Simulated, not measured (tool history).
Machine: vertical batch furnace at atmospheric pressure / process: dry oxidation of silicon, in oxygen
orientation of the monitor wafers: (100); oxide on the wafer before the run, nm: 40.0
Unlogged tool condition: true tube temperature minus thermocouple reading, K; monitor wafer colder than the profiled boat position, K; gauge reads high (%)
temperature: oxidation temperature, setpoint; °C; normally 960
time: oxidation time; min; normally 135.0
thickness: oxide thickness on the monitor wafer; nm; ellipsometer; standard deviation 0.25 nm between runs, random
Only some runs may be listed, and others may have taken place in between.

| run | hour | temperature | time | wafers since the last listed run | hours since the last temperature calibration | hours since the boat lift was adjusted | hours since the gauge calibration | read-back reference wafer on the same gauge, thickness | thickness |
|---|---|---|---|---|---|---|---|---|---|
| 1 | 0.0 | 960 | 135.0 | 0 | 1496.9 | 1757.6 | 613.5 | 85.60 | 87.31 |
| 2 | 207.9 | 960 | 163.0 | 1851 | 1704.8 | 1965.5 | 821.4 | 85.77 | 96.52 |
| 3 | 250.8 | 960 | 135.0 | 382 | 1747.7 | 2008.4 | 864.3 | 85.66 | 87.74 |
| 4 | 313.4 | 960 | 135.0 | 557 | 1810.3 | 2071.0 | 926.9 | 85.75 | 87.98 |
|  | 369.1 | thermocouples replaced and temperature profile calibrated |
| 5 | 369.6 | 960 | 135.0 | 286 | 0.5 | 2127.2 | 983.1 | 85.71 | 85.67 |
|  | 377.6 | gauge calibrated |
| 6 | 430.1 | 960 | 184.5 | 538 | 61.0 | 2187.7 | 52.5 | 85.71 | 100.62 |
| 7 | 461.0 | 960 | 184.5 | 275 | 91.9 | 2218.6 | 83.4 | 85.68 | 100.63 |
|  | 518.1 | boat lift adjusted |
| 8 | 522.1 | 960 | 184.5 | 330 | 153.0 | 4.0 | 144.5 | 85.70 | 99.98 |
| 9 | 600.7 | 960 | 135.0 | 700 | 231.6 | 82.6 | 223.1 | 85.75 | 86.07 |
| 10 | 633.8 | 960 | 135.0 | 294 | 264.7 | 115.7 | 256.2 | 85.72 | 85.99 |

Forecast run 11:
| 11 | 670.1 | 945 | 73.5 | 323 | 301.0 | 152.0 | 292.5 | ? | ? |

read-back reference wafer on the same gauge, thickness: 85.80
thickness: 63.03 nm
Without the tool's hidden state the same run would have given thickness 62.99 nm.
